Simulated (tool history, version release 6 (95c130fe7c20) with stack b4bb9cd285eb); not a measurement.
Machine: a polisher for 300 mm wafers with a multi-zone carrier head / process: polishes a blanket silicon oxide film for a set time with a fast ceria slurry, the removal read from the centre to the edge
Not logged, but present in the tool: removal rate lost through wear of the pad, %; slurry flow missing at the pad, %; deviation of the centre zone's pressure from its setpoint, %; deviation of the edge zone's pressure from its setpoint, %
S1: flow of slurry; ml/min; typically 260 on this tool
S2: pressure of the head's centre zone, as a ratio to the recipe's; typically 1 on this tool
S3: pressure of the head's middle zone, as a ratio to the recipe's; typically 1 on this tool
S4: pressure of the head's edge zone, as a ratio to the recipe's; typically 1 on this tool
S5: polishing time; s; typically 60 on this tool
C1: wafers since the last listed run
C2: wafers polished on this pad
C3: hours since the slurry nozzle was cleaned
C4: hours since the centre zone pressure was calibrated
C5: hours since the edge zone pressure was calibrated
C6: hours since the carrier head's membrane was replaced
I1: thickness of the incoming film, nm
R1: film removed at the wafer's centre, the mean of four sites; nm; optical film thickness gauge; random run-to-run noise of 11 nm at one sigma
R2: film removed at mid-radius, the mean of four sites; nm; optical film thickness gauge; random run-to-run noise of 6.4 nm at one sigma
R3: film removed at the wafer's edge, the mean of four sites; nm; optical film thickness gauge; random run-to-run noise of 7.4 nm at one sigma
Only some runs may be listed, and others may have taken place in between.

run 1 hour=0 | S1=260 S2=1 S3=1 S4=1 S5=60 | C1=0 C2=599 C3=85.5 C4=806.4 C5=465 C6=1202 | I1=3372.1 | R1=782.6 R2=777.6 R3=801.8
run 2 hour=55.9 | S1=260 S2=1 S3=1 S4=1 S5=60 | C1=538 C2=1137 C3=141.4 C4=862.3 C5=520.9 C6=1257.9 | I1=3308.7 | R1=768.6 R2=774.5 R3=815.3
-- hour=75.8 worn pad replaced by a new one
run 3 hour=82.7 | S1=260 S2=1 S3=1 S4=1 S5=60 | C1=219 C2=66 C3=168.2 C4=889.1 C5=547.7 C6=1284.7 | I1=3318 | R1=799 R2=774.7 R3=816.9
run 4 hour=107.8 | S1=260 S2=1 S3=1 S4=1.08 S5=60 | C1=241 C2=308 C3=193.3 C4=914.2 C5=572.8 C6=1309.8 | I1=3308 | R1=785.3 R2=770.3 R3=849.8
run 5 hour=170.8 | S1=260 S2=1 S3=1 S4=1 S5=60 | C1=606 C2=915 C3=256.3 C4=977.2 C5=635.8 C6=1372.8 | I1=3336.4 | R1=786.7 R2=775 R3=815.5
-- hour=204 worn pad replaced by a new one
run 6 hour=207 | S1=215 S2=0.93 S3=1 S4=1 S5=60 | C1=310 C2=28 C3=292.5 C4=1013.4 C5=672 C6=1409 | I1=3265.5 | R1=719.5 R2=763.6 R3=809.5
run 7 hour=236.5 | S1=215 S2=0.93 S3=1 S4=1 S5=60 | C1=284 C2=312 C3=322 C4=1042.9 C5=701.5 C6=1438.5 | I1=3285.8 | R1=712.1 R2=758.5 R3=793.3
run 8 hour=304.1 | S1=260 S2=1 S3=1 S4=1 S5=60 | C1=651 C2=963 C3=389.6 C4=1110.5 C5=769.1 C6=1506.1 | I1=3277.8 | R1=785.6 R2=779.2 R3=807.4
-- hour=331 slurry nozzle cleaned
-- hour=334.5 centre zone pressure recalibrated
-- hour=340.4 worn pad replaced by a new one
-- hour=364.4 edge zone pressure recalibrated
run 9 hour=370.2 | S1=260 S2=1 S3=1 S4=1 S5=81 | C1=549 C2=267 C3=39.2 C4=35.7 C5=5.8 C6=1572.2 | I1=3309.7 | R1=1060.4 R2=1041.3 R3=1082
run 10 hour=400.1 | S1=215 S2=0.93 S3=1 S4=1 S5=60 | C1=287 C2=555 C3=69.1 C4=65.6 C5=35.7 C6=1602.1 | I1=3324.8 | R1=705.1 R2=757.9 R3=799.7
-- hour=406.5 carrier head's membrane replaced by a new one
run 11 hour=436 | S1=175 S2=1 S3=0.9 S4=0.9 S5=74 | C1=297 C2=853 C3=105 C4=101.5 C5=71.6 C6=29.5 | I1=3347.4 | R1=947.2 R2=844 R3=931
-- hour=466.3 worn pad replaced by a new one
run 12 hour=471.4 | S1=225 S2=0.93 S3=1.03 S4=1 S5=42 | C1=302 C2=49 C3=140.4 C4=136.9 C5=107 C6=64.9 | I1=3341.1 | R1=503.3 R2=550.5 R3=560.3
run 13 hour=536.8 | S1=260 S2=1.1 S3=1 S4=1 S5=60 | C1=629 C2=678 C3=205.8 C4=202.3 C5=172.4 C6=130.3 | I1=3299.4 | R1=869.6 R2=784 R3=807.9
run 14 hour=572 | S1=260 S2=1 S3=0.93 S4=1 S5=45 | C1=339 C2=1017 C3=241 C4=237.5 C5=207.6 C6=165.5 | I1=3340.2 | R1=595.2 R2=544.5 R3=604.9
-- hour=578.7 worn pad replaced by a new one
run 15 hour=602.3 | S1=260 S2=1 S3=1 S4=1.07 S5=60 | C1=253 C2=226 C3=271.3 C4=267.8 C5=237.9 C6=195.8 | I1=3347.7 | R1=788.7 R2=766.3 R3=835.1
run 16 hour=635.9 | S1=260 S2=1 S3=1 S4=1.04 S5=60 | C1=323 C2=550 C3=304.9 C4=301.4 C5=271.5 C6=229.4 | I1=3280.4 | R1=776.6 R2=777.8 R3=823

Describe how what the log doesn't record of the tool's condition differs between the last listed run preceding each entry between runs and the first listed run following it.
In the gap between runs 2 and 3: worn pad replaced by a new one (hour 75.8)
  no hidden state differs between the two runs
In the gap between runs 5 and 6: worn pad replaced by a new one (hour 204)
  no hidden state differs between the two runs
In the gap between runs 8 and 9: slurry nozzle cleaned (hour 331); centre zone pressure recalibrated (hour 334.5); worn pad replaced by a new one (hour 340.4); edge zone pressure recalibrated (hour 364.4)
  no hidden state differs between the two runs
In the gap between runs 10 and 11: carrier head's membrane replaced by a new one (hour 406.5)
  no hidden state differs between the two runs
In the gap between runs 11 and 12: worn pad replaced by a new one (hour 466.3)
  no hidden state differs between the two runs
In the gap between runs 14 and 15: worn pad replaced by a new one (hour 578.7)
  no hidden state differs between the two runs
